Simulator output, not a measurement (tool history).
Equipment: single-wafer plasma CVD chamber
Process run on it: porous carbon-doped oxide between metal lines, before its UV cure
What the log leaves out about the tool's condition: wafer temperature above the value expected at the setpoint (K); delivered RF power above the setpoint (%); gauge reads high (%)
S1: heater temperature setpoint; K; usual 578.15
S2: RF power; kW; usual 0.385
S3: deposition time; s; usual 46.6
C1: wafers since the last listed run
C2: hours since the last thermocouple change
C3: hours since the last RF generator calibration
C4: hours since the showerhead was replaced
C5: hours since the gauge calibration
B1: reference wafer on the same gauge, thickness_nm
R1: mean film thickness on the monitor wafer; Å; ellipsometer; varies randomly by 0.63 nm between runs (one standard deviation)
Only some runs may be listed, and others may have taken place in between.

run,hour,S1,S2,S3,C1,C2,C3,C4,C5,B1,R1
1,0,578.15,0.385,46.6,0,1706.9,461.9,5599.3,1595.6,239.139,2070.65
2,297,578.15,0.385,46.6,10019,2003.9,758.9,5896.3,1892.6,239.18,2059.27
3,341.2,578.15,0.385,50.6,1491,2048.1,803.1,5940.5,1936.8,239.094,2226.85
4,383.3,578.15,0.385,50.6,1420,2090.2,845.2,5982.6,1978.9,239.042,2217.18
5,439.6,578.15,0.425,46.6,1899,2146.5,901.5,6038.9,2035.2,238.703,2129.96
6,499,578.15,0.425,46.6,2003,2205.9,960.9,6098.3,2094.6,239.207,2144.43
7,567.2,578.15,0.385,49.1,2300,2274.1,1029.1,6166.5,2162.8,239.538,2149.6
8,664,578.15,0.405,46.6,3265,2370.9,1125.9,6263.3,2259.6,238.853,2067.17
9,715.9,578.15,0.405,46.6,1750,2422.8,1177.8,6315.2,2311.5,239.056,2074.16
# hour 727.3: RF generator calibrated
10,795.8,578.15,0.335,46.6,2425,2502.7,68.5,6395.1,2391.4,239.062,1957.14
# hour 809.1: gauge calibrated
11,858.9,578.15,0.335,46.6,2128,2565.8,131.6,6458.2,49.8,239.093,1963.54
12,898.2,578.15,0.335,46.6,1325,2605.1,170.9,6497.5,89.1,239.088,1975.26
# hour 917.9: thermocouple changed; heater temperature recalibrated
13,961.5,573.15,0.385,46.6,1865,43.6,234.2,6560.8,152.4,239.177,2077.47
14,1016.6,573.15,0.385,46.6,1858,98.7,289.3,6615.9,207.5,238.632,2083.66
15,1073.9,578.15,0.385,46.6,1932,156,346.6,6673.2,264.8,239.538,2033.45
16,1146.8,578.15,0.385,46.6,2459,228.9,419.5,6746.1,337.7,239.284,2019.86
17,1231.8,578.15,0.335,46.6,2867,313.9,504.5,6831.1,422.7,238.885,1934.24
18,1305.9,578.15,0.385,50.6,2499,388,578.6,6905.2,496.8,239.094,2218.86
19,1349.8,578.15,0.385,39.4,1480,431.9,622.5,6949.1,540.7,238.887,1731.04
20,1428.2,578.15,0.45,46.6,2644,510.3,700.9,7027.5,619.1,238.669,2168.94
21,1508.2,564.15,0.385,46.6,2698,590.3,780.9,7107.5,699.1,238.974,2210.97
22,1598,578.15,0.46,46.6,3029,680.1,870.7,7197.3,788.9,238.837,2185.8
# hour 1700.9: showerhead replaced
23,1701.4,586.15,0.415,44.1,3218,783.5,974.1,0.5,892.3,239.121,1895.42
24,1778.4,578.15,0.385,54.6,2597,860.5,1051.1,77.5,969.3,238.99,2371.73
25,1834.5,571.15,0.45,52.4,1892,916.6,1107.2,133.6,1025.4,238.766,2519.19
26,1922.1,578.15,0.35,46.6,2955,1004.2,1194.8,221.2,1113,238.843,1948.23
# hour 1967.6: RF generator calibrated
27,2024.1,578.15,0.385,46.6,3171,1106.2,56.5,323.2,1215,239.222,2077.47
28,2078.5,570.15,0.425,38.7,1835,1160.6,110.9,377.6,1269.4,239.171,1890.22
29,2123.4,571.15,0.43,54.1,1514,1205.5,155.8,422.5,1314.3,238.772,2607.19
30,2177.8,564.15,0.385,37.9,1835,1259.9,210.2,476.9,1368.7,239.07,1852
31,2227.7,570.15,0.385,46.6,1683,1309.8,260.1,526.8,1418.6,239.009,2186.32
32,2267.4,578.15,0.385,39.4,1339,1349.5,299.8,566.5,1458.3,239.122,1762.69
33,2335.4,578.15,0.385,41.4,2293,1417.5,367.8,634.5,1526.3,239.39,1848.04

Some steps in R1 between neighbouring runs. How much of each would the tool show without its hidden state too (settings, what came in, random variation), and how much is left for the hidden state, with any gauge scatter that isn't in both results?
Run 9 -> 10: S2 0.405 -> 0.335, RF generator calibrated. R1 -117.02 Å: hidden state +38.4, all else -155.42.
Run 12 -> 13: S1 578.15 -> 573.15, S2 0.335 -> 0.385, thermocouple changed; heater temperature recalibrated. R1 +102.21 Å: hidden state -48.66, all else +150.87.
Run 25 -> 26: S1 571.15 -> 578.15, S2 0.45 -> 0.35, S3 52.4 -> 46.6. R1 -570.96 Å: hidden state -9.64, all else -561.32.
Run 26 -> 27: S2 0.35 -> 0.385, RF generator calibrated. R1 +129.24 Å: hidden state +55.5, all else +73.74.
Run 28 -> 29: S1 570.15 -> 571.15, S2 0.425 -> 0.43, S3 38.7 -> 54.1. R1 +716.97 Å: hidden state +20.57, all else +696.4.
Run 29 -> 30: S1 571.15 -> 564.15, S2 0.43 -> 0.385, S3 54.1 -> 37.9. R1 -755.19 Å: hidden state -18.16, all else -737.03.
